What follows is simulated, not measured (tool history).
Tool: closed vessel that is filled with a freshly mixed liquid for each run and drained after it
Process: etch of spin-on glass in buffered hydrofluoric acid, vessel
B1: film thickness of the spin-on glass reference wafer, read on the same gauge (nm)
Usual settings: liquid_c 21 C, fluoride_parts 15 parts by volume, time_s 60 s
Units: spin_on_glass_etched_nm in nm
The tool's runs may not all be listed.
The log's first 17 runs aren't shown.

Run 18, hour 200: usual settings but fluoride_parts 11 parts by volume, time_s 80 s; B1 90.03. Result: spin_on_glass_etched_nm 100.3 nm.
Run 19, hour 236.7: usual settings; B1 90.03. Result: spin_on_glass_etched_nm 55.61 nm.
Run 20, hour 248.9: usual settings but liquid_c 25 C, fluoride_parts 9.5 parts by volume, time_s 90 s; B1 89.98. Result: spin_on_glass_etched_nm 163.17 nm.
Run 21, hour 262.3: usual settings but liquid_c 25.5 C, time_s 80 s; B1 90.04. Result: spin_on_glass_etched_nm 95.12 nm.
Run 22, hour 276.8: usual settings; B1 90. Result: spin_on_glass_etched_nm 55.34 nm.
Run 23, hour 290.1: usual settings; B1 89.98. Result: spin_on_glass_etched_nm 55.38 nm.
At hour 298.2: hydrofluoric acid flow meter replaced.
Run 24, hour 300.5: usual settings but time_s 50 s; B1 90. Result: spin_on_glass_etched_nm 50.47 nm.
At hour 307.1: gauge calibrated.
Run 25, hour 308.6: usual settings but fluoride_parts 13 parts by volume, time_s 40 s; B1 90.05. Result: spin_on_glass_etched_nm 46.55 nm.
Run 26, hour 334.8: usual settings but liquid_c 24 C, fluoride_parts 17 parts by volume, time_s 40 s; B1 90. Result: spin_on_glass_etched_nm 42.2 nm.
At hour 344.4: thermometer replaced.
Run 27, hour 359.4: usual settings but liquid_c 17 C, fluoride_parts 18 parts by volume, time_s 30 s; B1 90.02. Result: spin_on_glass_etched_nm 20.16 nm.
Run 28, hour 365.4: usual settings but liquid_c 22.5 C, fluoride_parts 10 parts by volume; B1 90.01. Result: spin_on_glass_etched_nm 97.56 nm.
Run 29, hour 374.5: usual settings but liquid_c 18 C, fluoride_parts 11 parts by volume, time_s 80 s; B1 90. Result: spin_on_glass_etched_nm 91.65 nm.
Run 30, hour 383.5: usual settings but liquid_c 17 C, time_s 40 s; B1 90.01. Result: spin_on_glass_etched_nm 32.02 nm.
Run 31, hour 392.9: usual settings but liquid_c 25 C, fluoride_parts 18.5 parts by volume, time_s 70 s; B1 90.01. Result: spin_on_glass_etched_nm 71.2 nm.
Run 32, hour 408.6: usual settings but liquid_c 23.5 C, fluoride_parts 18 parts by volume, time_s 80 s; B1 90.05. Result: spin_on_glass_etched_nm 77.08 nm.
Run 33, hour 422.2: usual settings; B1 90.01. Result: spin_on_glass_etched_nm 59.77 nm.
Run 34, hour 439.3: usual settings but liquid_c 24.5 C, time_s 80 s; B1 90.02. Result: spin_on_glass_etched_nm 96.75 nm.

Forecast each of these 3 alternatives for the next run:
Run A, hour 440: usual settings; B1 ?. Result: spin_on_glass_etched_nm ?.
Run B, hour 440: usual settings but liquid_c 17.5 C, fluoride_parts 16.5 parts by volume, time_s 45 s; B1 ?. Result: spin_on_glass_etched_nm ?.
Run C, hour 440: usual settings but fluoride_parts 20.5 parts by volume; B1 ?. Result: spin_on_glass_etched_nm ?.

run  B1  spin_on_glass_etched_nm
  A  90                    59.56
  B  90                    33.39
  C  90                    44.37
Without the tool's hidden state the same runs would have given:
run  spin_on_glass_etched_nm
  A                     60.8
  B                    34.08
  C                    45.01
